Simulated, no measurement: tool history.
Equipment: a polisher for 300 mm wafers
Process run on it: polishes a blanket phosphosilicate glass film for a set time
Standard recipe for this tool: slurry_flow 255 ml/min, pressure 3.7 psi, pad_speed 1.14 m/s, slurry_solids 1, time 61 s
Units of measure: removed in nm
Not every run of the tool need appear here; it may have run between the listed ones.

| run | day | slurry_flow | pressure | pad_speed | slurry_solids | time | incoming thickness of the incoming film, nm | removed |
|---|---|---|---|---|---|---|---|---|
| 1 | 0 | 255 | 3.7 | 1.14 | 1 | 74 | 3021 | 699.9 |
|  | 0.221 | slurry nozzle cleaned |
| 2 | 1.217 | 255 | 3.7 | 1.14 | 1 | 61 | 3044.2 | 588.8 |
|  | 2.175 | worn pad replaced by a new one |
| 3 | 2.196 | 255 | 3.7 | 1.14 | 1.2 | 61 | 3047 | 618.7 |
| 4 | 3.175 | 255 | 3.7 | 1.14 | 1.2 | 61 | 3016 | 620.5 |
| 5 | 4.525 | 255 | 4.3 | 1.14 | 1.15 | 61 | 2995.5 | 672.8 |
| 6 | 5.083 | 255 | 4.3 | 1.14 | 1.15 | 61 | 2967.6 | 674.3 |
| 7 | 6.5 | 255 | 3.7 | 1.14 | 1 | 61 | 3054.7 | 582 |
|  | 6.892 | conditioning disc replaced and pad reconditioned |
| 8 | 7.046 | 255 | 3.7 | 1.14 | 1 | 61 | 3027.2 | 567.1 |
| 9 | 7.596 | 255 | 3.7 | 1.14 | 0.75 | 61 | 3051.6 | 497.3 |
| 10 | 8.396 | 255 | 3 | 1.14 | 1 | 61 | 2962.7 | 499.1 |
|  | 8.775 | worn pad replaced by a new one |
|  | 9.612 | slurry nozzle cleaned |
| 11 | 9.858 | 255 | 3.7 | 1.4 | 1 | 49 | 2990.8 | 540.7 |
|  | 10.662 | slurry blender recalibrated |
| 12 | 10.783 | 180 | 3.7 | 1.28 | 1 | 61 | 3052.5 | 598.6 |
|  | 11.879 | head pressure recalibrated |
| 13 | 12.117 | 285 | 4.9 | 1.14 | 1 | 52 | 3021.6 | 594.6 |
| 14 | 13.354 | 285 | 3.7 | 1.14 | 1 | 51 | 3028 | 495.8 |
| 15 | 14.354 | 255 | 3.2 | 1.26 | 1.15 | 61 | 2974.3 | 614.8 |
| 16 | 14.854 | 255 | 3.7 | 1.46 | 1 | 61 | 3009.5 | 702.1 |
| 17 | 15.746 | 255 | 3.7 | 1.14 | 1 | 61 | 3029.5 | 577.5 |
|  | 17.2 | worn pad replaced by a new one |
| 18 | 17.221 | 230 | 3.7 | 1.14 | 1.15 | 61 | 2991.9 | 597.2 |
| 19 | 17.575 | 255 | 3 | 1.04 | 1 | 52 | 3018.5 | 406 |
| 20 | 18.425 | 255 | 3.7 | 1.14 | 1 | 61 | 3043.3 | 574.7 |
| 21 | 19.271 | 255 | 3.7 | 1.36 | 1.1 | 42 | 3047.9 | 474.8 |
| 22 | 20.288 | 255 | 3.7 | 1.36 | 1 | 61 | 3038.6 | 682.9 |
|  | 21.012 | slurry nozzle cleaned |
| 23 | 21.033 | 255 | 3.7 | 1.14 | 1 | 61 | 2991.1 | 565.6 |
| 24 | 22.112 | 255 | 3.7 | 1.14 | 1 | 42 | 3059.8 | 394.8 |
| 25 | 23.317 | 255 | 2.4 | 1.14 | 1.15 | 81 | 2996.4 | 644.3 |
|  | 23.967 | worn pad replaced by a new one |
| 26 | 24.15 | 255 | 4.3 | 1.42 | 1.25 | 80 | 3017.2 | 1084.6 |

Below are 3 alternative next runs, each starting from the tool's condition after run 26. Predict each:
| A | 24.167 | 255 | 3.7 | 1.14 | 1 | 78 | 2990.4 | ? |
| B | 24.167 | 255 | 4.5 | 1.14 | 0.7 | 61 | 2990.4 | ? |
| C | 24.167 | 255 | 4.6 | 1.14 | 1 | 61 | 2990.4 | ? |

| run | removed |
|---|---|
| A | 724.3 |
| B | 540.8 |
| C | 650.7 |
Without the tool's hidden state the same runs would have given:
| run | removed |
|---|---|
| A | 724.3 |
| B | 540.8 |
| C | 650.7 |
